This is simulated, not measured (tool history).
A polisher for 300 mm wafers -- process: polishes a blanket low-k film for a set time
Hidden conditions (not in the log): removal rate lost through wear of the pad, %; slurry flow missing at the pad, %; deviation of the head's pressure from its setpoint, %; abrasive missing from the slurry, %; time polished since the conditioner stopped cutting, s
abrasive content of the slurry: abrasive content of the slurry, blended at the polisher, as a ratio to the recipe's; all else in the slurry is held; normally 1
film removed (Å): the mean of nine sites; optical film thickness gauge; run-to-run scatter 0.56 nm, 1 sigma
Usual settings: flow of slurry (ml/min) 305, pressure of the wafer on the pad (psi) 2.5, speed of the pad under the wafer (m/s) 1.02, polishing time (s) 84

| run | hour | flow of slurry (ml/min) | pressure of the wafer on the pad (psi) | speed of the pad under the wafer (m/s) | abrasive content of the slurry | polishing time (s) | wafers since the last listed run | wafers polished on this pad | hours since the slurry nozzle was cleaned | hours since the head pressure was calibrated | hours since the slurry blender was calibrated | hours since the conditioning disc was replaced | incoming thickness of the incoming film, nm | film removed (Å) |
|---|---|---|---|---|---|---|---|---|---|---|---|---|---|---|
| 1 | 0 | 305 | 3.2 | 1.02 | 1 | 84 | 0 | 1107 | 658.3 | 655.8 | 54.8 | 43.8 | 534 | 507 |
|  | 9.7 | head pressure recalibrated |
| 2 | 43.4 | 305 | 2.5 | 1.02 | 1 | 84 | 400 | 1507 | 701.7 | 33.7 | 98.2 | 87.2 | 547.6 | 397 |
| 3 | 60.6 | 305 | 2.5 | 1.02 | 1 | 84 | 166 | 1674 | 718.9 | 50.9 | 115.4 | 104.4 | 542.9 | 408 |
| 4 | 94 | 305 | 2.5 | 1.02 | 1 | 98 | 323 | 1997 | 752.3 | 84.3 | 148.8 | 137.8 | 537.7 | 471 |
|  | 104 | worn pad replaced by a new one |
| 5 | 124 | 275 | 2.5 | 1.02 | 1 | 105 | 251 | 193 | 782.3 | 114.3 | 178.8 | 167.8 | 543.4 | 544 |
|  | 137.9 | slurry nozzle cleaned |
| 6 | 152.5 | 305 | 2.5 | 1.02 | 1 | 84 | 266 | 459 | 14.6 | 142.8 | 207.3 | 196.3 | 550.8 | 429 |
| 7 | 166.8 | 340 | 3.2 | 1.02 | 1.15 | 63 | 138 | 597 | 28.9 | 157.1 | 221.6 | 210.6 | 541.7 | 424 |
|  | 187.3 | conditioning disc replaced and pad reconditioned |
| 8 | 188.8 | 305 | 2.5 | 1.02 | 0.9 | 84 | 193 | 791 | 50.9 | 179.1 | 243.6 | 1.5 | 539.1 | 396 |
| 9 | 207.3 | 305 | 2 | 1.18 | 1 | 84 | 179 | 970 | 69.4 | 197.6 | 262.1 | 20 | 543.7 | 382 |
|  | 233.5 | slurry blender recalibrated |
| 10 | 293.7 | 335 | 2.5 | 1.02 | 0.85 | 84 | 816 | 1787 | 155.8 | 284 | 60.2 | 106.4 | 539.4 | 362 |
| 11 | 320.4 | 305 | 2.5 | 0.68 | 0.75 | 84 | 258 | 2045 | 182.5 | 310.7 | 86.9 | 133.1 | 533.3 | 245 |
|  | 338.3 | worn pad replaced by a new one |
| 12 | 353.8 | 305 | 2.5 | 1.02 | 0.9 | 84 | 284 | 149 | 215.9 | 344.1 | 120.3 | 166.5 | 529.9 | 416 |
| 13 | 379.6 | 305 | 2.5 | 1.02 | 1 | 84 | 249 | 399 | 241.7 | 369.9 | 146.1 | 192.3 | 540.3 | 428 |
| 14 | 409.1 | 305 | 2.5 | 1.02 | 1 | 84 | 285 | 684 | 271.2 | 399.4 | 175.6 | 221.8 | 542 | 419 |
| 15 | 439.1 | 305 | 2.5 | 1.02 | 1 | 62 | 290 | 975 | 301.2 | 429.4 | 205.6 | 251.8 | 551.2 | 299 |
|  | 473.9 | slurry blender recalibrated |
| 16 | 474.4 | 405 | 2.5 | 1.02 | 1 | 108 | 322 | 1297 | 336.5 | 464.7 | 0.5 | 287.1 | 545 | 534 |
|  | 477.6 | conditioning disc replaced and pad reconditioned |
| 17 | 572.5 | 245 | 2.5 | 1.02 | 1 | 84 | 929 | 2227 | 434.6 | 562.8 | 98.6 | 94.9 | 542.9 | 382 |
|  | 607.5 | worn pad replaced by a new one |
| 18 | 608 | 305 | 2.8 | 1.02 | 1 | 84 | 304 | 4 | 470.1 | 598.3 | 134.1 | 130.4 | 548.2 | 513 |
|  | 612.2 | head pressure recalibrated |
| 19 | 647.5 | 365 | 3.4 | 1.28 | 1 | 74 | 362 | 367 | 509.6 | 35.3 | 173.6 | 169.9 | 538.4 | 608 |
| 20 | 675.2 | 305 | 3.3 | 1.02 | 1 | 84 | 268 | 635 | 537.3 | 63 | 201.3 | 197.6 | 547.4 | 538 |
| 21 | 687.7 | 305 | 2.5 | 1.02 | 0.85 | 55 | 120 | 756 | 549.8 | 75.5 | 213.8 | 210.1 | 533.5 | 245 |
|  | 715.7 | slurry blender recalibrated |
|  | 759.2 | conditioning disc replaced and pad reconditioned |
| 22 | 759.7 | 305 | 2.5 | 1.3 | 0.8 | 84 | 657 | 1414 | 621.8 | 147.5 | 44 | 0.5 | 539.4 | 419 |
| 23 | 772.3 | 305 | 2.5 | 1.02 | 1 | 84 | 121 | 1536 | 634.4 | 160.1 | 56.6 | 13.1 | 530.7 | 403 |
| 24 | 792.2 | 305 | 2.5 | 1.02 | 0.8 | 84 | 192 | 1729 | 654.3 | 180 | 76.5 | 33 | 548.3 | 343 |

Below are 5 alternative next runs, each starting from the tool's condition after run 24. Predict each:
| A | 792.6 | 305 | 2.5 | 1.02 | 1 | 84 | 3 | 1733 | 654.7 | 180.4 | 76.9 | 33.4 | 539.4 | ? |
| B | 792.6 | 355 | 2.5 | 1.02 | 1.2 | 84 | 3 | 1733 | 654.7 | 180.4 | 76.9 | 33.4 | 539.4 | ? |
| C | 792.6 | 360 | 2.5 | 1.16 | 0.7 | 84 | 3 | 1733 | 654.7 | 180.4 | 76.9 | 33.4 | 539.4 | ? |
| D | 792.6 | 200 | 2.5 | 1.02 | 1 | 84 | 3 | 1733 | 654.7 | 180.4 | 76.9 | 33.4 | 539.4 | ? |
| E | 792.6 | 305 | 2.3 | 1.02 | 0.85 | 66 | 3 | 1733 | 654.7 | 180.4 | 76.9 | 33.4 | 539.4 | ? |

| run | film removed (Å) |
|---|---|
| A | 407 |
| B | 453 |
| C | 353 |
| D | 393 |
| E | 270 |
Without the tool's hidden state the same runs would have given:
| run | film removed (Å) |
|---|---|
| A | 468 |
| B | 521 |
| C | 406 |
| D | 452 |
| E | 310 |
